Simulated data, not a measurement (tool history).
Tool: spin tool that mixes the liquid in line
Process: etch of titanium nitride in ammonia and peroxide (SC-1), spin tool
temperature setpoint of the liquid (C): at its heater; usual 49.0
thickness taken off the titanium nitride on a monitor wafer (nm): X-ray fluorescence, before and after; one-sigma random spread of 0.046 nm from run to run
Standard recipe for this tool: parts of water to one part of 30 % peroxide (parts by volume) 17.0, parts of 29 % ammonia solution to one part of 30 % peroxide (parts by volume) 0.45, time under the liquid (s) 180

run    hour  temperature setpoint of the liquid (C)  parts of water to one part of 30 % peroxide (parts by volume)  parts of 29 % ammonia solution to one part of 30 % peroxide (parts by volume)  time under the liquid (s)  read-back film thickness of the titanium nitride reference wafer, read on the same gauge (nm)  thickness taken off the titanium nitride on a monitor wafer (nm)
  1     0.0                                    49.0                                                           17.0                                                                           0.60                        250                                                                                         139.98                                                              8.79
  2    90.2                                    49.0                                                           17.0                                                                           0.60                        250                                                                                         139.97                                                              8.87
  3   128.8                                    49.0                                                           17.0                                                                           0.60                        250                                                                                         139.98                                                              8.93
  4   199.7                                    49.0                                                           12.0                                                                           0.45                        180                                                                                         139.95                                                              7.33
      254.5  -- new drum of ammonia solution connected
  5   306.5                                    49.0                                                           17.0                                                                           0.45                        180                                                                                         140.00                                                              6.06
  6   411.7                                    49.0                                                           17.0                                                                           0.45                        180                                                                                         140.03                                                              6.12
  7   507.8                                    49.0                                                           17.0                                                                           0.45                        180                                                                                         140.01                                                              6.20
      557.9  -- ammonia flow meter replaced
  8   563.4                                    49.0                                                           17.0                                                                           0.45                        180                                                                                         140.02                                                              6.17
  9   600.9                                    49.0                                                           17.0                                                                           0.45                        180                                                                                         139.96                                                              6.20
      639.1  -- new drum of ammonia solution connected
      681.2  -- gauge calibrated
 10   803.7                                    49.0                                                           23.5                                                                           0.45                        230                                                                                         140.00                                                              6.58
      826.2  -- heated supply line repaired
 11   868.7                                    49.0                                                           17.0                                                                           0.45                        180                                                                                         140.00                                                              6.21
 12   911.2                                    49.0                                                           17.0                                                                           0.45                        180                                                                                         139.99                                                              6.24
 13   991.8                                    49.0                                                           17.0                                                                           0.45                        180                                                                                         140.00                                                              6.18
 14  1044.3                                    43.5                                                           17.0                                                                           0.55                        180                                                                                         140.04                                                              4.38
     1079.3  -- new drum of ammonia solution connected
 15  1103.4                                    49.0                                                           17.0                                                                           0.45                        180                                                                                         140.00                                                              6.26
     1157.7  -- thermometer replaced
 16  1196.8                                    44.5                                                           20.5                                                                           0.60                        210                                                                                         140.01                                                              4.86
 17  1287.5                                    49.0                                                           19.5                                                                           0.45                        245                                                                                         139.99                                                              7.57
 18  1338.6                                    39.5                                                           24.0                                                                           0.35                        275                                                                                         140.01                                                              3.62
 19  1412.5                                    49.0                                                           17.0                                                                           0.45                        180                                                                                         139.99                                                              6.04
 20  1481.5                                    49.0                                                           17.0                                                                           0.60                        250                                                                                         139.96                                                              9.09
     1498.7  -- new drum of ammonia solution connected
 21  1524.7                                    57.0                                                           17.0                                                                           0.45                        180                                                                                         139.97                                                             10.38
 22  1609.9                                    40.0                                                           13.0                                                                           0.35                        110                                                                                         139.97                                                              2.17
 23  1673.2                                    49.0                                                           17.0                                                                           0.55                        180                                                                                         140.02                                                              6.40
 24  1746.1                                    49.0                                                           24.0                                                                           0.45                        230                                                                                         140.02                                                              6.39

Run 25 is up next; what results do you expect?
 25  1829.8                                    49.0                                                           17.0                                                                           0.45                        180                                                                                              ?                                                                 ?

read-back film thickness of the titanium nitride reference wafer, read on the same gauge (nm): 140.03
thickness taken off the titanium nitride on a monitor wafer (nm): 6.12
Were there no unlogged condition in the tool, this run, its random variation unchanged, would have produced thickness taken off the titanium nitride on a monitor wafer (nm) 6.00.

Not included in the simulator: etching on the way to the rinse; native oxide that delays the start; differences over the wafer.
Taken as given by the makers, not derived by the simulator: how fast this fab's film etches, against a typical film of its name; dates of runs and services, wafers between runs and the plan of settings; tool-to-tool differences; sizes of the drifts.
